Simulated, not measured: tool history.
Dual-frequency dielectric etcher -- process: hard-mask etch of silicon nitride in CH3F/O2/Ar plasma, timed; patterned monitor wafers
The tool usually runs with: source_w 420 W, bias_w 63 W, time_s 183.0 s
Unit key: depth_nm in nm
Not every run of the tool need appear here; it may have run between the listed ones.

run	hour	source_w	bias_w	time_s	read-back reference wafer on the same gauge, depth_nm	depth_nm
1	0.0	420	63	183.0	118.9	136.3
2	53.3	420	63	183.0	119.0	135.4
3	119.6	420	63	183.0	119.1	135.4
4	186.7	420	63	183.0	119.1	135.1
5	213.1	420	63	183.0	118.9	134.7
6	256.3	420	63	183.0	119.0	134.4
7	283.4	420	72	183.0	119.0	137.9
# hour 331.0: wet clean of the chamber
8	344.6	420	72	183.0	119.1	140.7
# hour 374.6: source power generator calibrated
9	409.8	420	72	183.0	118.9	137.9
10	457.0	420	63	183.0	119.0	134.2
11	506.0	420	63	183.0	119.0	134.5
12	543.6	460	75	159.5	119.0	125.0
13	576.1	350	63	217.5	119.0	148.8
14	609.9	420	63	183.0	119.0	133.9
15	662.3	370	57	225.5	118.9	154.8
16	698.0	420	63	183.0	119.0	133.8
17	724.4	420	63	183.0	119.0	133.3
18	759.9	330	47	152.5	119.0	97.3
19	793.9	420	63	183.0	119.1	133.7
# hour 879.8: upper electrode replaced
# hour 903.4: wet clean of the chamber
# hour 915.6: gauge calibrated
# hour 921.6: bias power generator calibrated
20	981.8	420	63	183.0	119.1	136.1
21	1032.8	380	63	183.0	119.2	130.9
22	1104.6	460	78	141.5	118.8	113.1
23	1154.4	480	63	205.5	119.0	159.9

Run-by-run hidden state of the tool:
bias power that arrives over what is set, %: 0, the same for each run
gauge reads high (%): 0, the same for each run
H1: etch rate over this chamber's usual, %
H2: source power that arrives over what is set, %
run	H1	H2
1	-0.778	4.72
2	-0.949	4.78
3	-1.16	4.84
4	-1.38	4.89
5	-1.46	4.91
6	-1.6	4.95
7	-1.69	4.96
8	-0.0894	5
9	-0.3	0.556
10	-0.452	0.93
11	-0.61	1.29
12	-0.731	1.54
13	-0.836	1.75
14	-0.945	1.96
15	-1.11	2.26
16	-1.23	2.44
17	-1.31	2.57
18	-1.43	2.74
19	-1.54	2.9
20	-0.229	3.6
21	-0.394	3.75
22	-0.625	3.95
23	-0.786	4.08

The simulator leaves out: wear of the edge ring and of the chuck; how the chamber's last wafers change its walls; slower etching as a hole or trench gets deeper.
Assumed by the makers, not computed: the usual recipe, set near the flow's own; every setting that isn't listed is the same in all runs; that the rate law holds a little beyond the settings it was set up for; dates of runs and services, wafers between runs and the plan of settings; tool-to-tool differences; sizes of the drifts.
